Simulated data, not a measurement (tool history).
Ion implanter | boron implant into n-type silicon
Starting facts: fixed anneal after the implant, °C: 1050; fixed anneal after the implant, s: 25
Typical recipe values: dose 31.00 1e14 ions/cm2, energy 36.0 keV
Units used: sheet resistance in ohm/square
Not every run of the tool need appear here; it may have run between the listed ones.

run,hour,dose,energy,wafers since the last listed run,hours since the last dose calibration,hours since the extraction supply was calibrated,hours since the gauge calibration,"read-back reference wafer on the same gauge, sheet resistance",sheet resistance
1,0.0,31.00,32.0,0,299.6,3664.8,434.7,42.21,45.20
2,67.4,31.00,36.0,1861,367.0,3732.2,502.1,42.22,43.95
3,163.0,31.00,36.0,2640,462.6,3827.8,597.7,42.21,44.00
4,200.2,31.00,36.0,1027,499.8,3865.0,634.9,42.23,43.49
5,295.7,31.00,36.0,2637,595.3,3960.5,730.4,42.15,44.05
# hour 349.6: Faraday cup replaced and dose calibrated
6,379.5,31.00,36.0,2093,29.9,4044.3,814.2,42.17,45.08
7,459.6,31.00,36.0,2212,110.0,4124.4,894.3,42.26,44.45
8,513.6,31.00,36.0,1491,164.0,4178.4,948.3,42.18,44.65
# hour 546.7: extraction supply calibrated
9,580.6,36.26,36.0,1629,231.0,33.9,1015.3,42.20,40.85
# hour 624.8: gauge calibrated
10,632.4,31.00,26.0,1430,282.8,85.7,7.6,42.22,48.18
11,694.6,31.00,36.0,1717,345.0,147.9,69.8,42.20,44.09
12,746.8,31.00,36.0,1441,397.2,200.1,122.0,42.23,43.93
13,794.9,27.54,44.0,1328,445.3,248.2,170.1,42.24,46.17
# hour 857.4: Faraday cup replaced and dose calibrated
14,890.9,24.17,39.5,2430,33.5,344.2,266.1,42.23,53.10
15,991.2,31.00,36.0,2770,133.8,444.5,366.4,42.25,44.48
16,1049.2,26.43,26.0,1601,191.8,502.5,424.4,42.24,53.12
17,1121.9,26.80,47.0,2007,264.5,575.2,497.1,42.17,46.93

Consider 3 possible next runs. They are alternatives, not a sequence: every one starts from the tool as it was left by run 17. What does each give?
A,1122.3,31.00,36.0,11,264.9,575.6,497.5,?,?
B,1122.3,31.00,31.0,11,264.9,575.6,497.5,?,?
C,1122.3,22.06,32.5,11,264.9,575.6,497.5,?,?

run,"read-back reference wafer on the same gauge, sheet resistance",sheet resistance
A,42.19,44.01
B,42.19,45.58
C,42.19,56.89
With the hidden condition removed and each run's random variation left untouched, the same runs would have given:
run,sheet resistance
A,45.08
B,46.59
C,58.65

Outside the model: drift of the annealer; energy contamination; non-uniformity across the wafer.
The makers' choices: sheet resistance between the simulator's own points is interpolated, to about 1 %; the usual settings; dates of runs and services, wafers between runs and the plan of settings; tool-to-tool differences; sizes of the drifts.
